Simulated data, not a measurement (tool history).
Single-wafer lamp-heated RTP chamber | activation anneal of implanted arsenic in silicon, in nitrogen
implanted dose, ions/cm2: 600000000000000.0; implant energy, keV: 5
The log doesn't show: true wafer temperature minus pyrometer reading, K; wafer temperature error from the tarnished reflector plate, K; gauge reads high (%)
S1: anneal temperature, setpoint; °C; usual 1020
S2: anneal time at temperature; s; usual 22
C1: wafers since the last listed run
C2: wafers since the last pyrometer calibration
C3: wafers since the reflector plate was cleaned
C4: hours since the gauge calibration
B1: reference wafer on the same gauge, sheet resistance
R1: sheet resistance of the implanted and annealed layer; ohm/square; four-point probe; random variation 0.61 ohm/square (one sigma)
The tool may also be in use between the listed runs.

| run | hour | S1 | S2 | C1 | C2 | C3 | C4 | B1 | R1 |
|---|---|---|---|---|---|---|---|---|---|
| 1 | 0 | 1036 | 22 | 0 | 4578 | 5418 | 279 | 214.96 | 168.85 |
| 2 | 88.1 | 1036 | 22 | 1382 | 5960 | 6800 | 367.1 | 214.89 | 167.94 |
| 3 | 156.5 | 1020 | 22 | 1073 | 7034 | 7874 | 435.5 | 214.99 | 174.67 |
|  | 235.4 | pyrometer window cleaned and pyrometer calibrated |
| 4 | 238.4 | 1003 | 31 | 1159 | 47 | 9033 | 517.4 | 215.2 | 183.16 |
|  | 272 | reflector plate cleaned |
| 5 | 290.9 | 1003 | 31 | 698 | 745 | 295 | 569.9 | 215.06 | 180.29 |
| 6 | 350.4 | 1020 | 26 | 933 | 1679 | 1229 | 629.4 | 214.99 | 174.17 |
| 7 | 410.9 | 1020 | 26 | 949 | 2628 | 2178 | 689.9 | 215.02 | 173.4 |
| 8 | 505.9 | 1020 | 26 | 1490 | 4119 | 3669 | 784.9 | 214.98 | 173.95 |
| 9 | 557.5 | 1020 | 22 | 809 | 4928 | 4478 | 836.5 | 214.94 | 176.05 |
| 10 | 597.7 | 1020 | 22 | 630 | 5559 | 5109 | 876.7 | 215.07 | 175.82 |
| 11 | 662.2 | 1020 | 32 | 1011 | 6571 | 6121 | 941.2 | 215.11 | 168.31 |
| 12 | 736 | 1020 | 32 | 1157 | 7729 | 7279 | 1015 | 214.84 | 169.41 |
|  | 780.1 | pyrometer window cleaned and pyrometer calibrated |
|  | 783.6 | reflector plate cleaned |
| 13 | 810.2 | 1040 | 22 | 983 | 417 | 417 | 1089.2 | 215.07 | 169.1 |
| 14 | 885.8 | 1042 | 28 | 1186 | 1603 | 1603 | 1164.8 | 215.08 | 164.47 |
| 15 | 937.7 | 1042 | 28 | 814 | 2417 | 2417 | 1216.7 | 214.94 | 164.07 |
| 16 | 1044.9 | 1042 | 28 | 1681 | 4099 | 4099 | 1323.9 | 214.94 | 162.65 |
| 17 | 1082 | 1020 | 22 | 582 | 4681 | 4681 | 1361 | 214.89 | 175.24 |
| 18 | 1159.4 | 1039 | 26 | 1214 | 5896 | 5896 | 1438.4 | 215.04 | 164.55 |
|  | 1210.4 | pyrometer window cleaned and pyrometer calibrated |
| 19 | 1223.3 | 1046 | 30 | 877 | 202 | 6773 | 1502.3 | 215.13 | 163.03 |
| 20 | 1261.3 | 1020 | 22 | 596 | 798 | 7369 | 1540.3 | 215.05 | 179.76 |
|  | 1287 | reflector plate cleaned |
| 21 | 1319.1 | 1040 | 22 | 781 | 1579 | 502 | 1598.1 | 214.83 | 168.97 |
| 22 | 1582.3 | 1004 | 34 | 4129 | 5709 | 4632 | 1861.3 | 214.84 | 173.94 |
|  | 1604.5 | gauge calibrated |
| 23 | 1638.1 | 1020 | 22 | 875 | 6584 | 5507 | 33.6 | 214.92 | 175.94 |
|  | 1670.5 | pyrometer window cleaned and pyrometer calibrated |
| 24 | 1677.7 | 1003 | 17 | 495 | 113 | 6003 | 73.2 | 215.07 | 196.05 |
| 25 | 1776.7 | 1012 | 22 | 1553 | 1666 | 7556 | 172.2 | 215.05 | 180.55 |
|  | 1790 | reflector plate cleaned |
| 26 | 1825 | 1020 | 31 | 632 | 2299 | 548 | 220.5 | 214.98 | 170.14 |
| 27 | 1889.7 | 1032 | 28 | 1015 | 3314 | 1563 | 285.2 | 215.04 | 167.66 |
| 28 | 1944 | 1020 | 22 | 851 | 4166 | 2415 | 339.5 | 215.01 | 176.99 |
| 29 | 2034.2 | 995 | 22 | 1415 | 5581 | 3831 | 429.7 | 214.95 | 187.41 |
| 30 | 2075.5 | 1031 | 22 | 647 | 6229 | 4479 | 471 | 215.05 | 170.87 |
|  | 2130 | pyrometer window cleaned and pyrometer calibrated |
| 31 | 2180.8 | 1020 | 22 | 1526 | 797 | 6005 | 576.3 | 215.01 | 179.59 |
| 32 | 2240.6 | 1020 | 28 | 938 | 1735 | 6943 | 636.1 | 215.16 | 173.26 |
| 33 | 2325.1 | 1020 | 22 | 1325 | 3061 | 8269 | 720.6 | 215.13 | 176.33 |
|  | 2353.8 | reflector plate cleaned |
| 34 | 2374.8 | 1020 | 22 | 654 | 3715 | 328 | 770.3 | 214.99 | 175.71 |
| 35 | 2461.6 | 1003 | 16 | 1361 | 5077 | 1690 | 857.1 | 215.01 | 190.33 |

What the log doesn't show, run by run:
wafer temperature error from the tarnished reflector plate, K: 0 in every run
gauge reads high (%): 0 in every run
H1: true wafer temperature minus pyrometer reading, K
| run | H1 |
|---|---|
| 1 | 12.4 |
| 2 | 13.3 |
| 3 | 13.7 |
| 4 | 0.551 |
| 5 | 3.95 |
| 6 | 6.68 |
| 7 | 8.61 |
| 8 | 10.5 |
| 9 | 11.2 |
| 10 | 11.6 |
| 11 | 12 |
| 12 | 12.3 |
| 13 | 4.82 |
| 14 | 8.7 |
| 15 | 10.5 |
| 16 | 12.8 |
| 17 | 13.3 |
| 18 | 14.1 |
| 19 | 1.23 |
| 20 | 3.64 |
| 21 | 6.39 |
| 22 | 11.6 |
| 23 | 12 |
| 24 | 0.817 |
| 25 | 6.29 |
| 26 | 7.98 |
| 27 | 9.58 |
| 28 | 10.5 |
| 29 | 11.5 |
| 30 | 11.8 |
| 31 | 3.7 |
| 32 | 6.53 |
| 33 | 9.12 |
| 34 | 10.1 |
| 35 | 11.3 |
